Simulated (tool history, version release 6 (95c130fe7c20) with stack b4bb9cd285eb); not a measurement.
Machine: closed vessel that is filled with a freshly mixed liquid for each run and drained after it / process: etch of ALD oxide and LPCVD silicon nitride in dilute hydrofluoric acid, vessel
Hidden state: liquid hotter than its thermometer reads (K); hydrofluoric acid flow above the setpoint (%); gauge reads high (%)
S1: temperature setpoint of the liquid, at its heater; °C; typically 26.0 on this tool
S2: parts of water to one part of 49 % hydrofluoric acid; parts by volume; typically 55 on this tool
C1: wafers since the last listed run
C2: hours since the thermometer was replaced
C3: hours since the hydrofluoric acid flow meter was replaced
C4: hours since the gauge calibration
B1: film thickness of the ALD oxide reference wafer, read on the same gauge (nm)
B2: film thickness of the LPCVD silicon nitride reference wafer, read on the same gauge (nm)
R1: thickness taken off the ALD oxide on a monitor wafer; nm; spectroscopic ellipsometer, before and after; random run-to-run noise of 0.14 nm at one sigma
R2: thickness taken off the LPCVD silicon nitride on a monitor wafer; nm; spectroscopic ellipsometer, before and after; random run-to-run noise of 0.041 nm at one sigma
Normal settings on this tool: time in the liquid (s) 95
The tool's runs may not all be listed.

Run 1, hour 0.0: usual settings but S1 24.5 °C, time in the liquid (s) 80; C1 0; C2 1333.0; C3 1213.5; C4 513.3; B1 50.06; B2 150.021. Result: R1 22.70 nm, R2 0.852 nm.
Run 2, hour 27.9: usual settings but S1 24.5 °C, time in the liquid (s) 80; C1 2869; C2 1360.9; C3 1241.4; C4 541.2; B1 50.00; B2 149.950. Result: R1 22.86 nm, R2 0.866 nm.
Run 3, hour 64.5: usual settings; C1 3763; C2 1397.5; C3 1278.0; C4 577.8; B1 50.01; B2 150.025. Result: R1 28.57 nm, R2 1.182 nm.
Run 4, hour 183.6: usual settings; C1 12247; C2 1516.6; C3 1397.1; C4 696.9; B1 49.98; B2 150.002. Result: R1 28.41 nm, R2 1.187 nm.
Run 5, hour 216.1: usual settings; C1 3342; C2 1549.1; C3 1429.6; C4 729.4; B1 49.99; B2 149.960. Result: R1 28.53 nm, R2 1.062 nm.
Run 6, hour 287.1: usual settings; C1 7301; C2 1620.1; C3 1500.6; C4 800.4; B1 49.98; B2 150.052. Result: R1 28.46 nm, R2 1.147 nm.
Run 7, hour 311.9: usual settings; C1 2550; C2 1644.9; C3 1525.4; C4 825.2; B1 49.99; B2 150.004. Result: R1 28.86 nm, R2 1.155 nm.
Run 8, hour 342.4: usual settings but S1 30.5 °C, S2 70 parts by volume; C1 3136; C2 1675.4; C3 1555.9; C4 855.7; B1 50.00; B2 150.003. Result: R1 26.37 nm, R2 1.251 nm.
At hour 365.4: hydrofluoric acid flow meter replaced.
At hour 384.4: thermometer replaced.
Run 9, hour 388.3: usual settings but S2 45 parts by volume, time in the liquid (s) 130; C1 4514; C2 3.9; C3 22.9; C4 901.6; B1 49.98; B2 149.986. Result: R1 48.56 nm, R2 1.868 nm.
Run 10, hour 413.2: usual settings but S1 28.5 °C; C1 2560; C2 28.8; C3 47.8; C4 926.5; B1 49.94; B2 149.994. Result: R1 31.84 nm, R2 1.438 nm.
Run 11, hour 460.9: usual settings but S1 22.5 °C, S2 80 parts by volume, time in the liquid (s) 55; C1 4905; C2 76.5; C3 95.5; C4 974.2; B1 50.03; B2 150.057. Result: R1 9.61 nm, R2 0.354 nm.
At hour 476.8: gauge calibrated.
Run 12, hour 510.6: usual settings but S1 24.0 °C, S2 70 parts by volume, time in the liquid (s) 110; C1 5110; C2 126.2; C3 145.2; C4 33.8; B1 49.99; B2 150.014. Result: R1 23.53 nm, R2 0.916 nm.
Run 13, hour 561.9: usual settings but S1 28.5 °C; C1 5275; C2 177.5; C3 196.5; C4 85.1; B1 50.01; B2 149.994. Result: R1 31.96 nm, R2 1.446 nm.
Run 14, hour 614.9: usual settings but S1 30.5 °C, S2 70 parts by volume; C1 5450; C2 230.5; C3 249.5; C4 138.1; B1 49.97; B2 150.043. Result: R1 26.23 nm, R2 1.229 nm.
Run 15, hour 670.0: usual settings but S1 28.5 °C, S2 35 parts by volume, time in the liquid (s) 135; C1 5666; C2 285.6; C3 304.6; C4 193.2; B1 50.02; B2 150.025. Result: R1 73.69 nm, R2 3.016 nm.
Run 16, hour 732.6: usual settings; C1 6437; C2 348.2; C3 367.2; C4 255.8; B1 49.98; B2 149.953. Result: R1 28.49 nm, R2 1.125 nm.
Run 17, hour 781.3: usual settings; C1 5008; C2 396.9; C3 415.9; C4 304.5; B1 49.98; B2 150.014. Result: R1 28.88 nm, R2 1.195 nm.
Run 18, hour 816.3: usual settings; C1 3599; C2 431.9; C3 450.9; C4 339.5; B1 50.01; B2 150.042. Result: R1 28.64 nm, R2 1.136 nm.
Run 19, hour 852.7: usual settings but S1 21.5 °C, time in the liquid (s) 135; C1 3743; C2 468.3; C3 487.3; C4 375.9; B1 49.99; B2 150.004. Result: R1 33.75 nm, R2 1.197 nm.
Run 20, hour 879.8: usual settings but S1 21.5 °C, S2 30 parts by volume, time in the liquid (s) 115; C1 2786; C2 495.4; C3 514.4; C4 403.0; B1 50.00; B2 150.043. Result: R1 54.60 nm, R2 1.819 nm.
Run 21, hour 943.4: usual settings but S2 30 parts by volume, time in the liquid (s) 70; C1 6540; C2 559.0; C3 578.0; C4 466.6; B1 50.00; B2 150.030. Result: R1 40.16 nm, R2 1.562 nm.
Run 22, hour 978.0: usual settings but S1 23.0 °C, S2 85 parts by volume, time in the liquid (s) 115; C1 3558; C2 593.6; C3 612.6; C4 501.2; B1 49.98; B2 149.981. Result: R1 18.91 nm, R2 0.729 nm.
Run 23, hour 1031.3: usual settings but S1 24.0 °C, S2 40 parts by volume; C1 5481; C2 646.9; C3 665.9; C4 554.5; B1 50.02; B2 149.969. Result: R1 36.83 nm, R2 1.423 nm.
Run 24, hour 1086.8: usual settings; C1 5707; C2 702.4; C3 721.4; C4 610.0; B1 49.93; B2 149.977. Result: R1 28.74 nm, R2 1.143 nm.
Run 25, hour 1150.8: usual settings but S1 24.0 °C, S2 65 parts by volume, time in the liquid (s) 115; C1 6581; C2 766.4; C3 785.4; C4 674.0; B1 50.00; B2 149.998. Result: R1 26.71 nm, R2 1.042 nm.

Describe how what the log doesn't record of the tool's condition differs between the last listed run preceding each entry between runs and the first listed run following it.
Run 8 -> run 9: hydrofluoric acid flow meter replaced (hour 365.4); thermometer replaced (hour 384.4)
  nothing in the hidden state changes from one run to the other
Run 11 -> run 12: gauge calibrated (hour 476.8)
  nothing in the hidden state changes from one run to the other
